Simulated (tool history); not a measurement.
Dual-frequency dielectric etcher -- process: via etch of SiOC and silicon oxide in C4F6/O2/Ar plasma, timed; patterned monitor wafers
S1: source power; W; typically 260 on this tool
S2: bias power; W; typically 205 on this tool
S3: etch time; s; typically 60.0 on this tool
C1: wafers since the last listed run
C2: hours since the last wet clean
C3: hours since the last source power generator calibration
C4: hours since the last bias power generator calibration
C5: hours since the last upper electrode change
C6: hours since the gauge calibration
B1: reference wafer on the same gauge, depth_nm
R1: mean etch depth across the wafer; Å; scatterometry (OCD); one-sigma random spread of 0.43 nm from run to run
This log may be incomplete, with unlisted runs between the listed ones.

Run 1, hour 0.0: usual settings but S2 184 W; C1 0; C2 259.5; C3 3164.0; C4 3057.7; C5 2351.5; C6 21.8; B1 63.6. Result: R1 641 Å.
Run 2, hour 25.8: usual settings but S2 184 W; C1 243; C2 285.3; C3 3189.8; C4 3083.5; C5 2377.3; C6 47.6; B1 63.5. Result: R1 647 Å.
Run 3, hour 42.4: usual settings; C1 156; C2 301.9; C3 3206.4; C4 3100.1; C5 2393.9; C6 64.2; B1 63.6. Result: R1 676 Å.
Run 4, hour 63.8: usual settings; C1 202; C2 323.3; C3 3227.8; C4 3121.5; C5 2415.3; C6 85.6; B1 63.7. Result: R1 667 Å.
Run 5, hour 95.8: usual settings; C1 302; C2 355.3; C3 3259.8; C4 3153.5; C5 2447.3; C6 117.6; B1 63.6. Result: R1 672 Å.
Run 6, hour 120.3: usual settings; C1 231; C2 379.8; C3 3284.3; C4 3178.0; C5 2471.8; C6 142.1; B1 63.5. Result: R1 673 Å.
Run 7, hour 155.6: usual settings; C1 333; C2 415.1; C3 3319.6; C4 3213.3; C5 2507.1; C6 177.4; B1 63.6. Result: R1 666 Å.
Run 8, hour 180.9: usual settings; C1 239; C2 440.4; C3 3344.9; C4 3238.6; C5 2532.4; C6 202.7; B1 63.5. Result: R1 668 Å.
Run 9, hour 197.1: usual settings; C1 153; C2 456.6; C3 3361.1; C4 3254.8; C5 2548.6; C6 218.9; B1 63.5. Result: R1 660 Å.
Run 10, hour 214.5: usual settings but S1 300 W, S2 185 W; C1 164; C2 474.0; C3 3378.5; C4 3272.2; C5 2566.0; C6 236.3; B1 63.6. Result: R1 659 Å.
At hour 251.5: wet clean of the chamber.
Run 11, hour 252.0: usual settings but S1 310 W; C1 127; C2 0.5; C3 3416.0; C4 3309.7; C5 2603.5; C6 273.8; B1 63.6. Result: R1 728 Å.
Run 12, hour 252.3: usual settings; C1 2; C2 0.8; C3 3416.3; C4 3310.0; C5 2603.8; C6 274.1; B1 63.6. Result: R1 689 Å.
At hour 274.7: source power generator calibrated.
Run 13, hour 286.0: usual settings; C1 280; C2 34.5; C3 11.3; C4 3343.7; C5 2637.5; C6 307.8; B1 63.6. Result: R1 691 Å.
Run 14, hour 310.8: usual settings but S1 240 W; C1 234; C2 59.3; C3 36.1; C4 3368.5; C5 2662.3; C6 332.6; B1 63.6. Result: R1 672 Å.
Run 15, hour 323.5: usual settings but S3 45.0 s; C1 120; C2 72.0; C3 48.8; C4 3381.2; C5 2675.0; C6 345.3; B1 63.6. Result: R1 517 Å.
At hour 353.3: upper electrode replaced.
Run 16, hour 353.8: usual settings but S3 51.0 s; C1 59; C2 102.3; C3 79.1; C4 3411.5; C5 0.5; C6 375.6; B1 63.5. Result: R1 574 Å.
Run 17, hour 368.0: usual settings; C1 134; C2 116.5; C3 93.3; C4 3425.7; C5 14.7; C6 389.8; B1 63.7. Result: R1 685 Å.
Run 18, hour 398.8: usual settings; C1 291; C2 147.3; C3 124.1; C4 3456.5; C5 45.5; C6 420.6; B1 63.6. Result: R1 676 Å.
At hour 415.1: gauge calibrated.
Run 19, hour 417.6: usual settings but S3 53.0 s; C1 177; C2 166.1; C3 142.9; C4 3475.3; C5 64.3; C6 2.5; B1 63.6. Result: R1 605 Å.
At hour 438.1: bias power generator calibrated.
Run 20, hour 450.1: usual settings but S1 230 W, S2 249 W; C1 269; C2 198.6; C3 175.4; C4 12.0; C5 96.8; C6 35.0; B1 63.6. Result: R1 705 Å.
Run 21, hour 468.0: usual settings but S1 210 W, S2 252 W, S3 52.5 s; C1 169; C2 216.5; C3 193.3; C4 29.9; C5 114.7; C6 52.9; B1 63.7. Result: R1 605 Å.
Run 22, hour 486.9: usual settings but S1 220 W, S2 219 W, S3 50.0 s; C1 178; C2 235.4; C3 212.2; C4 48.8; C5 133.6; C6 71.8; B1 63.7. Result: R1 550 Å.
Run 23, hour 499.2: usual settings but S1 230 W, S2 220 W; C1 116; C2 247.7; C3 224.5; C4 61.1; C5 145.9; C6 84.1; B1 63.6. Result: R1 671 Å.
Run 24, hour 531.5: usual settings; C1 305; C2 280.0; C3 256.8; C4 93.4; C5 178.2; C6 116.4; B1 63.6. Result: R1 678 Å.
Run 25, hour 547.7: usual settings but S1 220 W, S2 166 W, S3 46.0 s; C1 153; C2 296.2; C3 273.0; C4 109.6; C5 194.4; C6 132.6; B1 63.6. Result: R1 458 Å.
Run 26, hour 572.3: usual settings; C1 232; C2 320.8; C3 297.6; C4 134.2; C5 219.0; C6 157.2; B1 63.6. Result: R1 666 Å.
Run 27, hour 589.4: usual settings but S1 240 W, S2 245 W, S3 45.5 s; C1 161; C2 337.9; C3 314.7; C4 151.3; C5 236.1; C6 174.3; B1 63.7. Result: R1 531 Å.
Run 28, hour 606.2: usual settings but S1 230 W, S2 227 W, S3 53.5 s; C1 158; C2 354.7; C3 331.5; C4 168.1; C5 252.9; C6 191.1; B1 63.6. Result: R1 597 Å.
Run 29, hour 638.5: usual settings but S1 280 W, S2 165 W; C1 305; C2 387.0; C3 363.8; C4 200.4; C5 285.2; C6 223.4; B1 63.7. Result: R1 639 Å.
Run 30, hour 661.2: usual settings; C1 214; C2 409.7; C3 386.5; C4 223.1; C5 307.9; C6 246.1; B1 63.6. Result: R1 672 Å.
Run 31, hour 685.0: usual settings but S1 280 W, S2 187 W, S3 65.0 s; C1 224; C2 433.5; C3 410.3; C4 246.9; C5 331.7; C6 269.9; B1 63.6. Result: R1 728 Å.

For some of the steps in R1 from one run to the next: how much would appear even if the tool had no hidden state, given the settings, what came in and random variation, and how much remains for the hidden state plus any gauge scatter that the measured result and the result without hidden state don't share?
Hidden conditions of the tool in this case: etch rate over this chamber's usual, %; source power that arrives over what is set, %; bias power that arrives over what is set, %; gauge reads high (%).
Run 10 -> 11: S1 300 -> 310, S2 185 -> 205, wet clean of the chamber. R1 +69 Å: hidden state +29, all else +40.
Run 14 -> 15: S1 240 -> 260, S3 60.0 -> 45.0. R1 -155 Å: hidden state +0, all else -155.
Run 19 -> 20: S1 260 -> 230, S2 205 -> 249, S3 53.0 -> 60.0, bias power generator calibrated. R1 +100 Å: hidden state -3, all else +103.
Run 24 -> 25: S1 260 -> 220, S2 205 -> 166, S3 60.0 -> 46.0. R1 -220 Å: hidden state +3, all else -223.
Run 25 -> 26: S1 220 -> 260, S2 166 -> 205, S3 46.0 -> 60.0. R1 +208 Å: hidden state -5, all else +213.
